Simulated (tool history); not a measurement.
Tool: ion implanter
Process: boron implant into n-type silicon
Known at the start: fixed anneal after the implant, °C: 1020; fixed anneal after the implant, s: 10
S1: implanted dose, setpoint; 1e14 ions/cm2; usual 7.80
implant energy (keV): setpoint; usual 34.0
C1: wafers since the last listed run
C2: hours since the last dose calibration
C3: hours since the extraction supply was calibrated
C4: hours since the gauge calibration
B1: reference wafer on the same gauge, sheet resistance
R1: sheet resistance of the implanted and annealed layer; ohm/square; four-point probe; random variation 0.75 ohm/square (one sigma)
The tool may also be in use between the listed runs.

Run 1, hour 0.0: usual settings; C1 0; C2 984.3; C3 679.3; C4 965.4; B1 121.98. Result: R1 134.80 ohm/square.
Run 2, hour 105.6: usual settings; C1 2135; C2 1089.9; C3 784.9; C4 1071.0; B1 122.10. Result: R1 134.01 ohm/square.
Run 3, hour 164.9: usual settings; C1 1199; C2 1149.2; C3 844.2; C4 1130.3; B1 121.98. Result: R1 136.14 ohm/square.
Run 4, hour 258.1: usual settings; C1 1884; C2 1242.4; C3 937.4; C4 1223.5; B1 122.06. Result: R1 136.15 ohm/square.
Run 5, hour 355.2: usual settings; C1 1963; C2 1339.5; C3 1034.5; C4 1320.6; B1 121.97. Result: R1 137.37 ohm/square.
Run 6, hour 423.7: usual settings; C1 1385; C2 1408.0; C3 1103.0; C4 1389.1; B1 122.08. Result: R1 136.09 ohm/square.
Run 7, hour 577.1: usual settings but implant energy (keV) 29.5; C1 3101; C2 1561.4; C3 1256.4; C4 1542.5; B1 121.89. Result: R1 139.75 ohm/square.
Run 8, hour 649.2: usual settings but implant energy (keV) 29.5; C1 1457; C2 1633.5; C3 1328.5; C4 1614.6; B1 122.00. Result: R1 141.02 ohm/square.
At hour 732.1: Faraday cup replaced and dose calibrated.
Run 9, hour 732.6: usual settings but implant energy (keV) 29.5; C1 1524; C2 0.5; C3 1411.9; C4 1698.0; B1 121.99. Result: R1 135.28 ohm/square.
Run 10, hour 797.4: usual settings but S1 8.83 1e14 ions/cm2; C1 1310; C2 65.3; C3 1476.7; C4 1762.8; B1 122.06. Result: R1 120.17 ohm/square.
Run 11, hour 851.6: usual settings; C1 1095; C2 119.5; C3 1530.9; C4 1817.0; B1 122.10. Result: R1 134.28 ohm/square.
Run 12, hour 911.6: usual settings; C1 1213; C2 179.5; C3 1590.9; C4 1877.0; B1 121.98. Result: R1 133.87 ohm/square.
Run 13, hour 960.3: usual settings; C1 984; C2 228.2; C3 1639.6; C4 1925.7; B1 121.95. Result: R1 134.27 ohm/square.
Run 14, hour 1018.2: usual settings; C1 1170; C2 286.1; C3 1697.5; C4 1983.6; B1 122.07. Result: R1 134.04 ohm/square.
Run 15, hour 1077.3: usual settings; C1 1195; C2 345.2; C3 1756.6; C4 2042.7; B1 121.82. Result: R1 133.82 ohm/square.
At hour 1118.9: gauge calibrated.
Run 16, hour 1140.3: usual settings; C1 1273; C2 408.2; C3 1819.6; C4 21.4; B1 122.06. Result: R1 134.41 ohm/square.
Run 17, hour 1203.2: usual settings but implant energy (keV) 46.0; C1 1271; C2 471.1; C3 1882.5; C4 84.3; B1 121.95. Result: R1 130.18 ohm/square.
Run 18, hour 1296.6: usual settings but S1 6.15 1e14 ions/cm2, implant energy (keV) 28.0; C1 1888; C2 564.5; C3 1975.9; C4 177.7; B1 121.92. Result: R1 168.21 ohm/square.
Run 19, hour 1378.3: usual settings but S1 6.88 1e14 ions/cm2, implant energy (keV) 23.0; C1 1652; C2 646.2; C3 2057.6; C4 259.4; B1 121.86. Result: R1 155.21 ohm/square.

Forecast run 20:
Run 20, hour 1416.1: usual settings but S1 9.68 1e14 ions/cm2; C1 764; C2 684.0; C3 2095.4; C4 297.2; B1 ?. Result: R1 ?.

Run 20 gave B1 122.09, R1 112.41 ohm/square.
Without the tool's hidden state the same run would have given R1 111.22 ohm/square.
